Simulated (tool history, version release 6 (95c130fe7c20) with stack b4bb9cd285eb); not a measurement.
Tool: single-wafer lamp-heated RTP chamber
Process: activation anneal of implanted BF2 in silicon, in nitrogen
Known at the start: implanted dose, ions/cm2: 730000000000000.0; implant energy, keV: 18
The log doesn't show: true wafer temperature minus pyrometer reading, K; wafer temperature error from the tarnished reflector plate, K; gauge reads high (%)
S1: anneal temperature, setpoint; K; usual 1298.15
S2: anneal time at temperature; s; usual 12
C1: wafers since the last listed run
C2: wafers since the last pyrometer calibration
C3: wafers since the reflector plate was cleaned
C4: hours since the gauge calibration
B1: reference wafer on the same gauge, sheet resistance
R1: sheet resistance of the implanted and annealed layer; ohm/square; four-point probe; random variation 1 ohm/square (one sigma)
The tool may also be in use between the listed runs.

run,hour,S1,S2,C1,C2,C3,C4,B1,R1
1,0.0,1298.15,12,0,1414,1255,156.3,241.23,210.53
2,16.9,1298.15,12,414,1829,1670,173.2,240.76,209.19
3,25.3,1298.15,12,206,2035,1876,181.6,241.13,210.05
4,41.0,1298.15,12,385,2420,2261,197.3,240.67,211.50
5,54.9,1298.15,12,341,2761,2602,211.2,240.95,208.56
6,66.9,1298.15,12,294,3056,2897,223.2,240.81,211.08
7,73.5,1298.15,8,161,3217,3059,229.8,240.76,219.83
8,85.6,1298.15,12,296,3514,3356,241.9,241.08,209.86
9,94.8,1298.15,12,225,3740,3581,251.1,241.18,209.66
# hour 112.7: reflector plate cleaned
10,113.2,1298.15,12,255,3995,11,269.5,241.23,210.28
11,125.9,1284.15,12,311,4307,323,282.2,241.02,221.37
12,135.9,1298.15,12,245,4552,568,292.2,241.01,211.13
# hour 157.0: gauge calibrated
# hour 159.9: pyrometer window cleaned and pyrometer calibrated
13,160.4,1298.15,12,404,13,973,3.4,240.95,210.13
14,166.8,1298.15,12,157,170,1130,9.8,241.18,209.42
15,184.7,1298.15,12,439,609,1570,27.7,240.98,210.37
16,193.8,1298.15,12,223,832,1793,36.8,241.16,210.69
17,202.7,1298.15,12,218,1051,2011,45.7,241.33,211.09
18,209.6,1321.15,12,169,1220,2181,52.6,240.93,192.24
19,224.6,1277.15,5,368,1588,2549,67.6,240.76,248.04

Forecast run 20:
20,234.7,1298.15,12,247,1836,2796,77.7,?,?

{"run 20": {"B1": 240.98, "R1": 212.17}}
Without the tool's hidden state the same run would have given R1 212.17 ohm/square.
